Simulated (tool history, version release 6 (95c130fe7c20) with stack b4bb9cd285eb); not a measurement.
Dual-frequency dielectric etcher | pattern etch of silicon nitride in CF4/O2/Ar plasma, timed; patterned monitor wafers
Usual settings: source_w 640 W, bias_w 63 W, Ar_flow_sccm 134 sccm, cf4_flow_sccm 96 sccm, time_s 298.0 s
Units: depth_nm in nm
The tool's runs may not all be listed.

run,day,source_w,bias_w,Ar_flow_sccm,cf4_flow_sccm,time_s,"read-back reference wafer on the same gauge, depth_nm",depth_nm
1,0.000,640,63,134,96,298.0,742.9,702.7
2,0.296,640,63,134,96,298.0,742.0,708.2
3,0.688,640,63,134,96,298.0,743.2,708.3
4,1.179,640,63,134,96,298.0,742.6,712.2
5,1.558,640,63,134,96,298.0,742.8,699.9
6,2.083,640,63,134,96,298.0,743.0,711.4
7,2.350,640,63,134,96,298.0,743.3,700.2
8,2.612,640,63,134,96,298.0,743.0,709.5
9,3.229,750,63,151,96,266.5,742.7,710.0
# day 3.704: CF4 flow controller replaced
10,3.725,640,63,134,96,298.0,742.4,700.7
11,4.067,640,63,108,76,298.0,742.6,688.4
# day 4.712: Ar flow controller replaced
12,4.733,640,63,134,96,298.0,742.6,696.6
# day 6.271: wet clean of the chamber
# day 6.638: gauge calibrated
# day 6.879: upper electrode replaced, of another model than before
# day 6.983: bias power generator calibrated
13,7.004,780,63,134,96,298.0,743.3,942.6
14,7.021,560,56,155,114,298.0,742.7,588.1
15,7.038,640,48,134,102,298.0,743.5,646.4
# day 7.342: source power generator calibrated
16,7.362,640,63,134,117,351.5,743.5,907.6
17,7.775,640,63,134,96,298.0,743.8,738.0
18,8.229,680,63,134,96,251.0,743.1,667.8
19,8.650,510,63,134,96,262.0,742.4,470.7

The next listed run, before its measurement:
20,9.258,640,58,134,96,268.5,?,?

read-back reference wafer on the same gauge, depth_nm: 743.5
depth_nm: 637.5 nm
Without the tool's hidden state the same run would have given depth_nm 641.9 nm.
